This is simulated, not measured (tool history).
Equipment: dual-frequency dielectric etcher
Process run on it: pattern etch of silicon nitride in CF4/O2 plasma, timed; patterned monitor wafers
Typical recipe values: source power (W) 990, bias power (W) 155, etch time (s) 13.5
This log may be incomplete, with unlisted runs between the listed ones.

| run | hour | source power (W) | bias power (W) | etch time (s) | wafers since the last listed run | hours since the last wet clean | hours since the last source power generator calibration | hours since the last bias power generator calibration | hours since the last upper electrode change | hours since the gauge calibration | read-back reference wafer on the same gauge, depth_nm | mean etch depth across the wafer (angstrom) |
|---|---|---|---|---|---|---|---|---|---|---|---|---|
| 1 | 0.0 | 990 | 155 | 13.5 | 0 | 247.2 | 1750.0 | 3472.9 | 3373.9 | 285.9 | 53.24 | 528.3 |
| 2 | 10.7 | 990 | 155 | 13.5 | 144 | 257.9 | 1760.7 | 3483.6 | 3384.6 | 296.6 | 53.30 | 529.0 |
| 3 | 20.5 | 990 | 155 | 10.5 | 132 | 267.7 | 1770.5 | 3493.4 | 3394.4 | 306.4 | 53.26 | 411.6 |
| 4 | 33.4 | 990 | 155 | 10.5 | 174 | 280.6 | 1783.4 | 3506.3 | 3407.3 | 319.3 | 53.28 | 410.9 |
| 5 | 43.3 | 990 | 155 | 10.5 | 133 | 290.5 | 1793.3 | 3516.2 | 3417.2 | 329.2 | 53.30 | 415.9 |
|  | 58.2 | source power generator calibrated |
| 6 | 58.7 | 990 | 155 | 13.5 | 154 | 305.9 | 0.5 | 3531.6 | 3432.6 | 344.6 | 53.31 | 533.4 |
|  | 68.8 | bias power generator calibrated |
|  | 88.5 | gauge calibrated |
|  | 93.1 | upper electrode replaced |
| 7 | 93.6 | 990 | 155 | 13.5 | 93 | 340.8 | 35.4 | 24.8 | 0.5 | 5.1 | 53.32 | 532.2 |
| 8 | 93.9 | 990 | 155 | 13.5 | 4 | 341.1 | 35.7 | 25.1 | 0.8 | 5.4 | 53.30 | 531.1 |
| 9 | 94.2 | 990 | 155 | 13.5 | 4 | 341.4 | 36.0 | 25.4 | 1.1 | 5.7 | 53.29 | 536.3 |
| 10 | 108.5 | 990 | 155 | 13.5 | 193 | 355.7 | 50.3 | 39.7 | 15.4 | 20.0 | 53.30 | 529.2 |
| 11 | 115.6 | 990 | 155 | 13.5 | 96 | 362.8 | 57.4 | 46.8 | 22.5 | 27.1 | 53.32 | 530.1 |
| 12 | 124.6 | 990 | 155 | 13.5 | 121 | 371.8 | 66.4 | 55.8 | 31.5 | 36.1 | 53.35 | 528.9 |
| 13 | 141.3 | 860 | 155 | 14.5 | 225 | 388.5 | 83.1 | 72.5 | 48.2 | 52.8 | 53.24 | 523.0 |
| 14 | 154.8 | 990 | 155 | 17.5 | 182 | 402.0 | 96.6 | 86.0 | 61.7 | 66.3 | 53.28 | 684.8 |
| 15 | 167.2 | 990 | 155 | 13.5 | 167 | 414.4 | 109.0 | 98.4 | 74.1 | 78.7 | 53.26 | 534.1 |
| 16 | 185.0 | 810 | 155 | 13.5 | 240 | 432.2 | 126.8 | 116.2 | 91.9 | 96.5 | 53.38 | 466.3 |
| 17 | 202.4 | 990 | 132 | 13.5 | 235 | 449.6 | 144.2 | 133.6 | 109.3 | 113.9 | 53.39 | 503.2 |
| 18 | 210.0 | 990 | 155 | 13.5 | 102 | 457.2 | 151.8 | 141.2 | 116.9 | 121.5 | 53.24 | 526.4 |
| 19 | 226.0 | 1120 | 117 | 10.0 | 216 | 473.2 | 167.8 | 157.2 | 132.9 | 137.5 | 53.34 | 391.8 |
|  | 260.9 | wet clean of the chamber |
| 20 | 261.4 | 890 | 192 | 13.5 | 154 | 0.5 | 203.2 | 192.6 | 168.3 | 172.9 | 53.25 | 530.6 |
| 21 | 261.7 | 860 | 155 | 14.5 | 4 | 0.8 | 203.5 | 192.9 | 168.6 | 173.2 | 53.31 | 519.6 |
| 22 | 262.6 | 990 | 155 | 13.5 | 12 | 1.7 | 204.4 | 193.8 | 169.5 | 174.1 | 53.30 | 526.8 |
| 23 | 279.9 | 1070 | 155 | 13.5 | 234 | 19.0 | 221.7 | 211.1 | 186.8 | 191.4 | 53.37 | 557.5 |
| 24 | 287.0 | 920 | 128 | 12.0 | 96 | 26.1 | 228.8 | 218.2 | 193.9 | 198.5 | 53.23 | 427.6 |
| 25 | 296.6 | 800 | 188 | 10.5 | 129 | 35.7 | 238.4 | 227.8 | 203.5 | 208.1 | 53.31 | 387.1 |
| 26 | 311.9 | 990 | 155 | 13.5 | 207 | 51.0 | 253.7 | 243.1 | 218.8 | 223.4 | 53.31 | 529.8 |
| 27 | 326.3 | 990 | 155 | 13.5 | 194 | 65.4 | 268.1 | 257.5 | 233.2 | 237.8 | 53.22 | 533.7 |
| 28 | 337.4 | 850 | 176 | 17.5 | 150 | 76.5 | 279.2 | 268.6 | 244.3 | 248.9 | 53.30 | 651.6 |
| 29 | 348.5 | 740 | 155 | 15.5 | 150 | 87.6 | 290.3 | 279.7 | 255.4 | 260.0 | 53.32 | 510.4 |
| 30 | 355.2 | 990 | 155 | 13.5 | 90 | 94.3 | 297.0 | 286.4 | 262.1 | 266.7 | 53.32 | 530.1 |

Entry by entry between the runs, the difference in hidden state between the last listed run before and the first listed run after:
In the gap between runs 5 and 6: source power generator calibrated (hour 58.2)
  no hidden state differs between the two runs
In the gap between runs 6 and 7: bias power generator calibrated (hour 68.8); gauge calibrated (hour 88.5); upper electrode replaced (hour 93.1)
  no hidden state differs between the two runs
In the gap between runs 19 and 20: wet clean of the chamber (hour 260.9)
  no hidden state differs between the two runs
